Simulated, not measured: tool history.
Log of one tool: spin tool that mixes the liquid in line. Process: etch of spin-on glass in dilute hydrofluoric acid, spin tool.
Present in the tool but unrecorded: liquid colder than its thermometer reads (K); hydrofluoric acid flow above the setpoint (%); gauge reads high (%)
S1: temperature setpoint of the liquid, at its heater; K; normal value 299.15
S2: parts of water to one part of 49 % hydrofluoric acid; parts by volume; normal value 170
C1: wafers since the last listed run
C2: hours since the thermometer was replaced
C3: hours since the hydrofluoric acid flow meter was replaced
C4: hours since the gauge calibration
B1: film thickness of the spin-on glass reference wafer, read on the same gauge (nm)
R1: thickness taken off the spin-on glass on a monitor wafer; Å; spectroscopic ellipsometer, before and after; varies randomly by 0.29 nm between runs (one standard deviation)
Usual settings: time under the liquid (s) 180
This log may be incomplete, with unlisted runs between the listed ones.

{"run": 1, "hour": 0.0, "S1": 299.15, "S2": 170, "time under the liquid (s)": 180, "C1": 0, "C2": 919.6, "C3": 371, "C4": 68.9, "B1": 40, "R1": 283.8}
{"run": 2, "hour": 13.9, "S1": 299.15, "S2": 170, "time under the liquid (s)": 180, "C1": 135, "C2": 933.5, "C3": 384.9, "C4": 82.8, "B1": 39.99, "R1": 280.8}
{"run": 3, "hour": 21.6, "S1": 299.15, "S2": 170, "time under the liquid (s)": 245, "C1": 74, "C2": 941.2, "C3": 392.6, "C4": 90.5, "B1": 39.98, "R1": 386.7}
{"run": 4, "hour": 73.8, "S1": 299.15, "S2": 170, "time under the liquid (s)": 180, "C1": 507, "C2": 993.4, "C3": 444.8, "C4": 142.7, "B1": 39.99, "R1": 280.5}
{"run": 5, "hour": 82.5, "S1": 299.15, "S2": 115, "time under the liquid (s)": 180, "C1": 84, "C2": 1002.1, "C3": 453.5, "C4": 151.4, "B1": 39.99, "R1": 437.4}
{"run": 6, "hour": 89.2, "S1": 299.15, "S2": 115, "time under the liquid (s)": 180, "C1": 65, "C2": 1008.8, "C3": 460.2, "C4": 158.1, "B1": 40.01, "R1": 438.8}
{"run": 7, "hour": 101.6, "S1": 299.15, "S2": 115, "time under the liquid (s)": 180, "C1": 120, "C2": 1021.2, "C3": 472.6, "C4": 170.5, "B1": 40.02, "R1": 440.5}
{"run": 8, "hour": 110.0, "S1": 296.15, "S2": 170, "time under the liquid (s)": 180, "C1": 81, "C2": 1029.6, "C3": 481, "C4": 178.9, "B1": 40, "R1": 246.1}
{"run": 9, "hour": 122.2, "S1": 299.15, "S2": 195, "time under the liquid (s)": 180, "C1": 118, "C2": 1041.8, "C3": 493.2, "C4": 191.1, "B1": 40.01, "R1": 236.9}
{"run": 10, "hour": 135.7, "S1": 299.15, "S2": 195, "time under the liquid (s)": 180, "C1": 131, "C2": 1055.3, "C3": 506.7, "C4": 204.6, "B1": 39.98, "R1": 233.7}
{"run": 11, "hour": 149.7, "S1": 299.15, "S2": 195, "time under the liquid (s)": 180, "C1": 136, "C2": 1069.3, "C3": 520.7, "C4": 218.6, "B1": 40, "R1": 235.5}
{"run": 12, "hour": 159.7, "S1": 303.15, "S2": 170, "time under the liquid (s)": 180, "C1": 97, "C2": 1079.3, "C3": 530.7, "C4": 228.6, "B1": 40, "R1": 326.1}
{"run": 13, "hour": 167.0, "S1": 299.15, "S2": 170, "time under the liquid (s)": 180, "C1": 70, "C2": 1086.6, "C3": 538, "C4": 235.9, "B1": 40.01, "R1": 278.7}
{"run": 14, "hour": 185.0, "S1": 299.15, "S2": 195, "time under the liquid (s)": 115, "C1": 175, "C2": 1104.6, "C3": 556, "C4": 253.9, "B1": 40, "R1": 153.8}
{"hour": 193.2, "done": "thermometer replaced"}
{"run": 15, "hour": 201.1, "S1": 302.15, "S2": 170, "time under the liquid (s)": 180, "C1": 146, "C2": 7.9, "C3": 572.1, "C4": 270, "B1": 40.01, "R1": 344.3}
{"run": 16, "hour": 215.2, "S1": 299.15, "S2": 170, "time under the liquid (s)": 120, "C1": 137, "C2": 22, "C3": 586.2, "C4": 284.1, "B1": 40.02, "R1": 207.2}
{"run": 17, "hour": 224.6, "S1": 301.15, "S2": 110, "time under the liquid (s)": 280, "C1": 91, "C2": 31.4, "C3": 595.6, "C4": 293.5, "B1": 39.99, "R1": 871.2}
{"run": 18, "hour": 232.2, "S1": 299.15, "S2": 250, "time under the liquid (s)": 75, "C1": 73, "C2": 39, "C3": 603.2, "C4": 301.1, "B1": 39.99, "R1": 79}
{"run": 19, "hour": 238.5, "S1": 297.15, "S2": 110, "time under the liquid (s)": 270, "C1": 61, "C2": 45.3, "C3": 609.5, "C4": 307.4, "B1": 40.02, "R1": 723.3}
{"hour": 244.5, "done": "hydrofluoric acid flow meter replaced"}
{"hour": 246.5, "done": "gauge calibrated"}
{"run": 20, "hour": 254.9, "S1": 301.65, "S2": 170, "time under the liquid (s)": 180, "C1": 149, "C2": 61.7, "C3": 10.4, "C4": 8.4, "B1": 40, "R1": 330.9}
{"run": 21, "hour": 268.1, "S1": 299.15, "S2": 170, "time under the liquid (s)": 180, "C1": 128, "C2": 74.9, "C3": 23.6, "C4": 21.6, "B1": 40.01, "R1": 303.8}
{"run": 22, "hour": 277.5, "S1": 299.15, "S2": 135, "time under the liquid (s)": 180, "C1": 91, "C2": 84.3, "C3": 33, "C4": 31, "B1": 40, "R1": 408.5}
{"run": 23, "hour": 325.5, "S1": 299.15, "S2": 170, "time under the liquid (s)": 280, "C1": 466, "C2": 132.3, "C3": 81, "C4": 79, "B1": 39.99, "R1": 479.5}
{"run": 24, "hour": 341.4, "S1": 300.65, "S2": 215, "time under the liquid (s)": 145, "C1": 154, "C2": 148.2, "C3": 96.9, "C4": 94.9, "B1": 40, "R1": 197.8}
{"run": 25, "hour": 350.9, "S1": 299.15, "S2": 135, "time under the liquid (s)": 180, "C1": 92, "C2": 157.7, "C3": 106.4, "C4": 104.4, "B1": 39.97, "R1": 396.7}
{"run": 26, "hour": 366.1, "S1": 299.15, "S2": 170, "time under the liquid (s)": 180, "C1": 147, "C2": 172.9, "C3": 121.6, "C4": 119.6, "B1": 40, "R1": 306.2}

Run 27, settings as shown, results not yet in. Your forecast:
{"run": 27, "hour": 379.3, "S1": 299.15, "S2": 170, "time under the liquid (s)": 180, "C1": 128, "C2": 186.1, "C3": 134.8, "C4": 132.8, "B1": "?", "R1": "?"}

For run 27 the tool returned B1 40.01, R1 304.8 Å.
Were there no unlogged condition in the tool, this run, its random variation unchanged, would have produced R1 310.6 Å.
